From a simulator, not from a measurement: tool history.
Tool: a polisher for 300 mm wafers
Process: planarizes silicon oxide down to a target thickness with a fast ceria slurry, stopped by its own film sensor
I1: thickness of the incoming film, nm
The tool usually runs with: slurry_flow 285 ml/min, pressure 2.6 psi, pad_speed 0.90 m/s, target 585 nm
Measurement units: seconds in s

Run 1, hour 0.0: usual settings; I1 1250.8. Result: seconds 49.8 s.
Run 2, hour 11.9: usual settings but pressure 1.9 psi; I1 1260.9. Result: seconds 64.7 s.
Run 3, hour 56.2: usual settings but pad_speed 0.68 m/s; I1 1262.5. Result: seconds 71.0 s.
Run 4, hour 71.6: usual settings but pressure 3.0 psi; I1 1280.6. Result: seconds 51.8 s.
Run 5, hour 81.7: usual settings but pressure 3.0 psi; I1 1272.9. Result: seconds 50.1 s.
Run 6, hour 97.5: usual settings but pressure 3.0 psi; I1 1286.2. Result: seconds 51.8 s.
Run 7, hour 106.4: usual settings but pad_speed 0.82 m/s; I1 1286.6. Result: seconds 64.8 s.
Run 8, hour 117.4: usual settings; I1 1269.0. Result: seconds 58.2 s.
At hour 129.5: worn pad replaced by a new one, of another model than before.
At hour 134.4: head pressure recalibrated.
At hour 140.0: slurry nozzle cleaned.
Run 9, hour 146.6: usual settings but slurry_flow 260 ml/min; I1 1267.5. Result: seconds 52.8 s.
Run 10, hour 162.7: usual settings but target 416 nm; I1 1268.2. Result: seconds 66.9 s.
Run 11, hour 169.2: usual settings but target 416 nm; I1 1272.9. Result: seconds 68.0 s.
Run 12, hour 178.8: usual settings but target 434 nm; I1 1284.1. Result: seconds 67.5 s.
Run 13, hour 190.5: usual settings but pad_speed 0.80 m/s; I1 1283.9. Result: seconds 60.2 s.
Run 14, hour 207.4: usual settings but pressure 1.9 psi, pad_speed 1.04 m/s, target 469 nm; I1 1264.3. Result: seconds 65.8 s.
Run 15, hour 220.7: usual settings but slurry_flow 330 ml/min; I1 1261.9. Result: seconds 55.9 s.
Run 16, hour 233.3: usual settings but slurry_flow 235 ml/min, pressure 2.8 psi, pad_speed 1.04 m/s, target 346 nm; I1 1288.0. Result: seconds 68.7 s.
Run 17, hour 264.4: usual settings but pressure 2.9 psi, pad_speed 1.08 m/s; I1 1267.0. Result: seconds 48.2 s.
Run 18, hour 280.9: usual settings but slurry_flow 355 ml/min, pressure 3.0 psi; I1 1262.4. Result: seconds 53.3 s.
Run 19, hour 290.3: usual settings but pressure 2.0 psi; I1 1255.1. Result: seconds 66.3 s.
Run 20, hour 296.5: usual settings but slurry_flow 255 ml/min, pressure 2.9 psi, pad_speed 0.70 m/s, target 451 nm; I1 1288.0. Result: seconds 84.9 s.
At hour 301.7: worn pad replaced by a new one.
Run 21, hour 342.1: usual settings; I1 1272.4. Result: seconds 56.1 s.
Run 22, hour 355.7: usual settings but pressure 2.1 psi, target 801 nm; I1 1254.2. Result: seconds 40.5 s.
Run 23, hour 380.2: usual settings; I1 1268.6. Result: seconds 56.2 s.
Run 24, hour 387.2: usual settings; I1 1247.8. Result: seconds 55.6 s.

For each run, the measured value with the value that run would have given without the tool's hidden condition subtracted. The run-to-run variation is shared by both, the gauge scatter possibly not:
Hidden state present: removal rate lost through wear of the pad, %; slurry flow missing at the pad, %; deviation of the head's pressure from its setpoint, %.
run  seconds
  1     +0.3
  2     +1.0
  3     +3.5
  4     +3.1
  5     +3.5
  6     +4.2
  7     +5.7
  8     +5.6
  9     +0.7
 10     +1.7
 11     +2.1
 12     +2.6
 13     +2.8
 14     +3.9
 15     +3.9
 16     +5.5
 17     +5.0
 18     +6.2
 19     +8.1
 20    +10.8
 21     +2.7
 22     +2.3
 23     +4.2
 24     +4.6
